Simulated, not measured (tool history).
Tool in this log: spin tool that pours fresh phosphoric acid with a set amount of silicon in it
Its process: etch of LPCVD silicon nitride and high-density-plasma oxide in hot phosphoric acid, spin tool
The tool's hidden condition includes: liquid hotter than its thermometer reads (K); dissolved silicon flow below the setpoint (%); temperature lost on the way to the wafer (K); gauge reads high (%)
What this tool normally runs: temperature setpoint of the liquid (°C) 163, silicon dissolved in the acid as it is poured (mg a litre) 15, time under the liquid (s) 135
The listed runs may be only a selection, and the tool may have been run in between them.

| run | day | temperature setpoint of the liquid (°C) | silicon dissolved in the acid as it is poured (mg a litre) | time under the liquid (s) | wafers since the last listed run | hours since the thermometer was replaced | hours since the dissolved silicon flow meter was replaced | hours since the heated supply line was repaired | hours since the gauge calibration | read-back film thickness of the LPCVD silicon nitride reference wafer, read on the same gauge (nm) | read-back film thickness of the high-density-plasma oxide reference wafer, read on the same gauge (nm) | thickness taken off the LPCVD silicon nitride on a monitor wafer (nm) | thickness taken off the high-density-plasma oxide on a monitor wafer (nm) |
|---|---|---|---|---|---|---|---|---|---|---|---|---|---|
| 1 | 0 | 163 | 15 | 135 | 0 | 508.7 | 1807.6 | 1640.2 | 535.5 | 70.01 | 70.01 | 14.67 | 0.588 |
| 2 | 3.667 | 163 | 15 | 135 | 431 | 596.7 | 1895.6 | 1728.2 | 623.5 | 70.04 | 69.991 | 14.65 | 0.633 |
| 3 | 7.162 | 163 | 15 | 135 | 411 | 680.6 | 1979.5 | 1812.1 | 707.4 | 70.02 | 70.003 | 14.63 | 0.595 |
| 4 | 9.967 | 163 | 24 | 135 | 329 | 747.9 | 2046.8 | 1879.4 | 774.7 | 69.99 | 70.023 | 14.57 | 0.446 |
|  | 10.358 | thermometer replaced |
| 5 | 13.638 | 160 | 15 | 135 | 426 | 78.7 | 2134.9 | 1967.5 | 862.8 | 69.98 | 70.013 | 12.27 | 0.431 |
| 6 | 16.938 | 165 | 5 | 135 | 387 | 157.9 | 2214.1 | 2046.7 | 942 | 69.95 | 69.98 | 14.71 | 0.739 |
|  | 19.879 | dissolved silicon flow meter replaced |
| 7 | 21.208 | 164 | 4.5 | 105 | 497 | 260.4 | 31.9 | 2149.2 | 1044.5 | 69.95 | 70.016 | 10.96 | 0.568 |
| 8 | 24.425 | 163 | 15 | 135 | 378 | 337.6 | 109.1 | 2226.4 | 1121.7 | 70 | 70.003 | 13.73 | 0.459 |
| 9 | 26.042 | 165 | 15 | 135 | 190 | 376.4 | 147.9 | 2265.2 | 1160.5 | 70.01 | 69.985 | 14.7 | 0.517 |
| 10 | 27.867 | 163 | 15 | 215 | 214 | 420.2 | 191.7 | 2309 | 1204.3 | 69.99 | 69.998 | 21.62 | 0.823 |
|  | 29.8 | heated supply line repaired |
| 11 | 30.342 | 160.5 | 23.5 | 100 | 286 | 479.6 | 251.1 | 13 | 1263.7 | 69.98 | 69.992 | 10.2 | 0.345 |
| 12 | 33.742 | 162 | 15 | 190 | 399 | 561.2 | 332.7 | 94.6 | 1345.3 | 69.99 | 70.02 | 20.52 | 0.86 |
| 13 | 37.612 | 163 | 15 | 135 | 455 | 654.1 | 425.6 | 187.5 | 1438.2 | 70.02 | 69.998 | 15.15 | 0.717 |
| 14 | 39.2 | 164 | 8 | 190 | 186 | 692.2 | 463.7 | 225.6 | 1476.3 | 70 | 70.005 | 22.46 | 0.919 |
| 15 | 42.129 | 165 | 11 | 85 | 344 | 762.5 | 534 | 295.9 | 1546.6 | 69.96 | 70.012 | 10.39 | 0.517 |
|  | 44.254 | gauge calibrated |
|  | 46.25 | thermometer replaced |
| 16 | 52.35 | 166 | 15 | 195 | 1196 | 146.4 | 779.3 | 541.2 | 194.3 | 69.98 | 70.002 | 22.48 | 0.959 |
| 17 | 56.112 | 163 | 10 | 210 | 442 | 236.7 | 869.6 | 631.5 | 284.6 | 70.02 | 70.002 | 22.55 | 0.889 |
| 18 | 58.792 | 164 | 4.5 | 105 | 314 | 301 | 933.9 | 695.8 | 348.9 | 70.04 | 69.999 | 11.54 | 0.571 |
| 19 | 62.975 | 163 | 15 | 135 | 491 | 401.4 | 1034.3 | 796.2 | 449.3 | 69.98 | 69.985 | 14.65 | 0.546 |
| 20 | 67.296 | 165.5 | 15 | 135 | 508 | 505.1 | 1138 | 899.9 | 553 | 70.01 | 69.999 | 16.06 | 0.644 |
| 21 | 71.542 | 163 | 15 | 135 | 499 | 607 | 1239.9 | 1001.8 | 654.9 | 70 | 69.99 | 14.86 | 0.521 |

How would selected steps in thickness taken off the LPCVD silicon nitride on a monitor wafer (nm) from run to run divide? Give the signed amount a tool lacking its hidden state would still show from settings, what came in and random variation, and the signed amount left for the hidden state, including any gauge scatter that is not in both of the compared results.
Run 4 -> 5: temperature setpoint of the liquid (°C) 163 -> 160, silicon dissolved in the acid as it is poured (mg a litre) 24 -> 15, thermometer replaced. thickness taken off the LPCVD silicon nitride on a monitor wafer (nm) -2.3: hidden state -1.09, all else -1.21.
Run 10 -> 11: temperature setpoint of the liquid (°C) 163 -> 160.5, silicon dissolved in the acid as it is poured (mg a litre) 15 -> 23.5, time under the liquid (s) 215 -> 100, heated supply line repaired. thickness taken off the LPCVD silicon nitride on a monitor wafer (nm) -11.42: hidden state +1.23, all else -12.65.
Run 14 -> 15: temperature setpoint of the liquid (°C) 164 -> 165, silicon dissolved in the acid as it is poured (mg a litre) 8 -> 11, time under the liquid (s) 190 -> 85. thickness taken off the LPCVD silicon nitride on a monitor wafer (nm) -12.07: hidden state -0.61, all else -11.46.
Run 15 -> 16: temperature setpoint of the liquid (°C) 165 -> 166, silicon dissolved in the acid as it is poured (mg a litre) 11 -> 15, time under the liquid (s) 85 -> 195, gauge calibrated, thermometer replaced. thickness taken off the LPCVD silicon nitride on a monitor wafer (nm) +12.09: hidden state -0.74, all else +12.83.
